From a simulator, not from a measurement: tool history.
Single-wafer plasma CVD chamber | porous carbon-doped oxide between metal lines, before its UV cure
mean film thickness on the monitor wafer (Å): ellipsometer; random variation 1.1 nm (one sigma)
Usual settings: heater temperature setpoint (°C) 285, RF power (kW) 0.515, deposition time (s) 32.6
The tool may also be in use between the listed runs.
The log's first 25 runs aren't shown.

run	hour	heater temperature setpoint (°C)	RF power (kW)	deposition time (s)	wafers since the last listed run	hours since the last thermocouple change	hours since the last RF generator calibration	hours since the showerhead was replaced	hours since the gauge calibration	read-back reference wafer on the same gauge, thickness_nm	mean film thickness on the monitor wafer (Å)
26	663.9	271	0.45	36.1	429	271.7	540.9	89.9	132.2	174.709	2166.23
27	685.4	295	0.515	38.9	527	293.2	562.4	111.4	153.7	173.77	2197.64
28	699.1	279	0.615	35.7	336	306.9	576.1	125.1	167.4	174.115	2516.67
29	716.9	285	0.455	28.3	436	324.7	593.9	142.9	185.2	174.459	1553.07
30	735.6	291	0.515	29	458	343.4	612.6	161.6	203.9	174.366	1679.97
31	752	289	0.44	38.6	402	359.8	629	178	220.3	173.814	1987.46
32	769.1	285	0.45	36.9	419	376.9	646.1	195.1	237.4	174.398	2000.89
33	797.7	285	0.515	32.6	701	405.5	674.7	223.7	266	174.061	1941.8

Forecast each of these 5 alternatives for the next run:
A	798.1	285	0.48	32.6	9	405.9	675.1	224.1	266.4	?	?
B	798.1	295	0.425	32.6	9	405.9	675.1	224.1	266.4	?	?
C	798.1	285	0.445	27.7	9	405.9	675.1	224.1	266.4	?	?
D	798.1	285	0.415	32.6	9	405.9	675.1	224.1	266.4	?	?
E	798.1	299	0.515	32.6	9	405.9	675.1	224.1	266.4	?	?

run	read-back reference wafer on the same gauge, thickness_nm	mean film thickness on the monitor wafer (Å)
A	174.102	1838.79
B	174.102	1562.21
C	174.102	1481.27
D	174.102	1636
E	174.102	1765.39
Without the tool's hidden state the same runs would have given:
run	mean film thickness on the monitor wafer (Å)
A	1882.98
B	1597.43
C	1516.87
D	1675.32
E	1803.68

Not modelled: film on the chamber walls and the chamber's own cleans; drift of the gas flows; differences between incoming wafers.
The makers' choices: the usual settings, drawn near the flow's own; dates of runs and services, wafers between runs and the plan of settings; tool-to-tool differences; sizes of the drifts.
